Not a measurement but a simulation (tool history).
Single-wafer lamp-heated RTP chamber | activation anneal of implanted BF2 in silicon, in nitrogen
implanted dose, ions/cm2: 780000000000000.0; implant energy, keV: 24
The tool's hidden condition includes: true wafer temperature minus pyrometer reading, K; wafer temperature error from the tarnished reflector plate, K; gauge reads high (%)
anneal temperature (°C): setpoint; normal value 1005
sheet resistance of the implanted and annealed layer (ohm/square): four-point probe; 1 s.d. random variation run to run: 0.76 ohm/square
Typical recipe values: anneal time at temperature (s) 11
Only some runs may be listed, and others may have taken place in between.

run,hour,anneal temperature (°C),anneal time at temperature (s),wafers since the last listed run,wafers since the last pyrometer calibration,wafers since the reflector plate was cleaned,hours since the gauge calibration,"read-back reference wafer on the same gauge, sheet resistance",sheet resistance of the implanted and annealed layer (ohm/square)
1,0.0,1005,11,0,4263,4367,1037.1,212.01,203.39
2,37.6,989,11,382,4645,4749,1074.7,212.03,216.84
3,69.2,1005,11,321,4967,5071,1106.3,212.06,203.51
4,130.1,1005,11,619,5586,5690,1167.2,212.02,204.57
5,196.0,1005,11,670,6257,6360,1233.1,211.93,202.83
6,265.5,1005,10,707,6964,7067,1302.6,212.38,205.97
7,302.2,1005,13,373,7337,7441,1339.3,212.20,201.71
# hour 337.2: pyrometer window cleaned and pyrometer calibrated
8,344.4,1005,13,347,73,7789,1381.5,211.91,200.73
9,400.0,1005,15,565,638,8354,1437.1,211.81,198.05
10,464.9,1005,15,660,1299,9015,1502.0,211.68,198.57
11,493.7,1005,15,292,1592,9307,1530.8,212.17,198.03
12,548.9,1005,11,561,2153,9869,1586.0,212.08,202.45
13,586.1,1005,11,378,2532,10247,1623.2,212.52,202.32
14,622.9,1005,11,374,2906,10622,1660.0,211.88,203.02
15,649.6,1015,14,271,3178,10893,1686.7,211.88,191.35
# hour 657.6: gauge calibrated
16,698.1,1005,8,493,3671,11387,40.5,212.19,206.54
17,725.7,1005,7,280,3952,11668,68.1,211.52,209.17
18,792.1,1005,11,675,4627,12343,134.5,211.93,201.75
19,857.5,1020,11,665,5292,13008,199.9,211.93,191.72
20,901.7,1005,11,449,5742,13458,244.1,212.02,202.80
# hour 941.4: reflector plate cleaned
21,941.9,1005,16,327,6070,4,284.3,211.71,197.41
22,984.8,1020,9,436,6506,441,327.2,211.96,196.07
# hour 994.0: pyrometer window cleaned and pyrometer calibrated
23,1019.9,1005,5,275,263,717,362.3,211.84,213.07
24,1060.0,990,17,407,671,1124,402.4,211.72,210.38
25,1132.0,1022,16,732,1403,1857,474.4,211.99,186.39
26,1156.7,991,11,251,1654,2108,499.1,211.83,214.70
27,1211.4,1022,11,556,2211,2665,553.8,211.97,191.56
28,1240.1,1031,16,291,2503,2957,582.5,211.96,180.81
29,1450.5,1005,8,2140,4643,5097,792.9,212.13,208.10

Forecast each of these 5 alternatives for the next run:
A,1450.9,1005,11,4,4647,5101,793.3,?,?
B,1450.9,992,5,4,4647,5101,793.3,?,?
C,1450.9,993,13,4,4647,5101,793.3,?,?
D,1450.9,975,11,4,4647,5101,793.3,?,?
E,1450.9,1033,11,4,4647,5101,793.3,?,?

run,"read-back reference wafer on the same gauge, sheet resistance",sheet resistance of the implanted and annealed layer (ohm/square)
A,211.87,202.80
B,211.87,223.86
C,211.87,210.82
D,211.87,232.68
E,211.87,184.41
Without the tool's hidden state the same runs would have given:
run,sheet resistance of the implanted and annealed layer (ohm/square)
A,202.80
B,223.86
C,210.82
D,232.68
E,184.41
